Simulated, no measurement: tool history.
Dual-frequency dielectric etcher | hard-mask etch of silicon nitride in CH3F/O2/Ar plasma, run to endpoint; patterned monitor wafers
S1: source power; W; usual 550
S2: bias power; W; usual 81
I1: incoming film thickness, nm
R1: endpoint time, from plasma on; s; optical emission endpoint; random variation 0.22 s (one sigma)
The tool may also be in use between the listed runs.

run    hour   S1  S2    I1    R1
  1       0  550  67  54.1  75.6
  2    82.1  550  81  54.3  70.5
  3    89.3  550  81  54.4  70.6
  4   133.8  550  81  53.8  70.1
  5   202.1  550  81  53.4  69.4
  6   245.5  470  81  54.2  74.2
  7   312.6  470  81    54  73.8
  8   340.7  550  81  53.9  70.2
  9   396.8  550  81  53.9  70.2
 10   428.8  550  81  53.8  70.3
 11   458.8  550  81  53.2  69.3
 12   483.8  550  81  54.1  70.2
 13   616.3  460  98  54.1  69.5
 14   657.5  550  81  53.6  70.1
 15   747.1  550  81  54.1  70.9
 16   774.5  550  66  54.1  74.6
 17   833.1  550  81  54.2    71
 18   858.9  550  81  54.4  71.1
 19     898  550  81    54  70.3
 20  1005.5  550  81    54  70.9
 21  1032.9  690  66    54  69.7
 22  1067.5  410  75    54  77.6
 23  1119.8  680  90  53.9  64.7
 24  1160.9  450  89  54.2  73.1
 25  1193.1  650  69  53.8  70.2
 26  1242.8  450  62  54.1  79.1
 27  1373.7  590  93  53.9  65.8
 28    1400  600  81  54.2  68.5
 29  1454.8  550  81  54.5  70.6
 30  1480.6  510  72  54.3    74
 31  1534.9  430  63  54.1  79.4
 32  1565.9  650  69  54.2  69.5
 33    1602  610  73  54.5  70.4
 34  1671.9  440  70  54.4  77.5
 35  1724.9  640  72  54.2  69.1
 36  1756.1  410  75  54.5  77.6

Not shown: 6 entries that the log had between the listed runs. Between which runs, and how does the tool's hidden state differ before and after?
Between runs 1 and 2: wet clean of the chamber (hour 81.6)
  bias power that arrives over what is set, %: -0.211 -> -0.413
  measured less the result without the state, R1: +0.1 -> +0.1 s
Between runs 6 and 7: source power generator calibrated (hour 267.1)
  bias power that arrives over what is set, %: -0.896 -> -1.13
  measured less the result without the state, R1: +0.3 -> +0.3 s
Between runs 14 and 15: upper electrode replaced, of another model than before (hour 696.5); wet clean of the chamber (hour 746.6)
  bias power that arrives over what is set, %: -2.59 -> -3.05
  measured less the result without the state, R1: +0.8 -> +0.6 s
Between runs 25 and 26: bias power generator calibrated (hour 1209.5)
  bias power that arrives over what is set, %: -5.82 -> 0.501
  measured less the result without the state, R1: +1 -> -0.1 s
Between runs 26 and 27: wet clean of the chamber (hour 1291.5)
  bias power that arrives over what is set, %: 0.501 -> 0.449
  measured less the result without the state, R1: -0.1 -> -0.1 s
